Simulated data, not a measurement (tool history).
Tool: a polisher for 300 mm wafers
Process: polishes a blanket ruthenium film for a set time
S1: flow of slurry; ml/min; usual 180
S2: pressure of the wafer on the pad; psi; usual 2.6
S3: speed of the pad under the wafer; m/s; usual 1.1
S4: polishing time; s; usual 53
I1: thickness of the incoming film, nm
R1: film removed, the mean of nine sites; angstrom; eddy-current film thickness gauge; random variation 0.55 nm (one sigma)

run	day	S1	S2	S3	S4	I1	R1
1	0	180	2.6	0.96	53	293.5	622
# day 1.233: worn pad replaced by a new one
2	1.538	180	2.6	0.96	53	292.5	673
3	4.133	180	2.6	0.96	53	284.7	658
4	5.233	180	2.6	1.22	53	287	820
5	6.529	180	2.6	1.22	53	286.9	812
6	7.783	180	2.6	1.22	53	294.8	806
7	10.317	180	2.9	1.1	53	287.3	752
# day 12.008: worn pad replaced by a new one
8	13.246	180	2.9	1.1	53	286.3	798
# day 14.092: slurry nozzle cleaned
9	15.2	180	2.6	1.1	53	293.7	723
10	16.325	180	2.6	1.1	53	287.9	719
11	17.471	180	2.6	1.1	53	289.7	712
# day 18.662: head pressure recalibrated
12	18.921	180	2.6	1.1	53	293.1	750
13	20.638	180	2.6	1.1	53	292.4	742
14	22.95	180	2.6	1.1	53	287.2	732
# day 23.308: worn pad replaced by a new one
15	24.288	180	2.3	0.84	71	289.1	752
16	26.858	200	2.6	1.22	53	294.3	869
17	29.817	230	2.6	1.1	48	287.4	695
# day 30.896: slurry nozzle cleaned
18	30.971	125	1.8	1.42	53	289	743
19	32.588	235	3.5	1.42	53	291.7	1155
20	34.129	180	2.6	1.1	53	289.3	707
# day 34.646: worn pad replaced by a new one
21	35.521	180	2.6	0.78	53	288.7	537
22	36.621	180	2.6	1.1	53	292.6	754
23	39.129	235	3.5	1.42	53	290.1	1161
24	41.517	180	2	1.1	53	283.4	606
25	42.717	180	2.6	1.3	53	287.8	821
# day 43.608: worn pad replaced by a new one
26	44.862	120	1.9	1.4	53	289	771
27	46.321	180	3.4	1.1	61	292.3	1008
28	48.575	180	2.6	1.1	53	283.8	722
# day 48.812: head pressure recalibrated
# day 48.992: slurry nozzle cleaned
29	51.258	125	1.8	1.42	53	286.6	771

5 ways to go on from here, each from the tool as it stands after run 29. What would each give?
A	51.275	180	2.6	0.94	53	291.4	?
B	51.275	180	2.2	0.86	53	291.4	?
C	51.275	165	2.6	1.1	53	291.4	?
D	51.275	200	3.4	1.1	53	291.4	?
E	51.275	135	2.6	1.1	53	291.4	?

run	R1
A	633
B	525
C	735
D	885
E	722
Without the tool's hidden state the same runs would have given:
run	R1
A	681
B	566
C	791
D	953
E	777
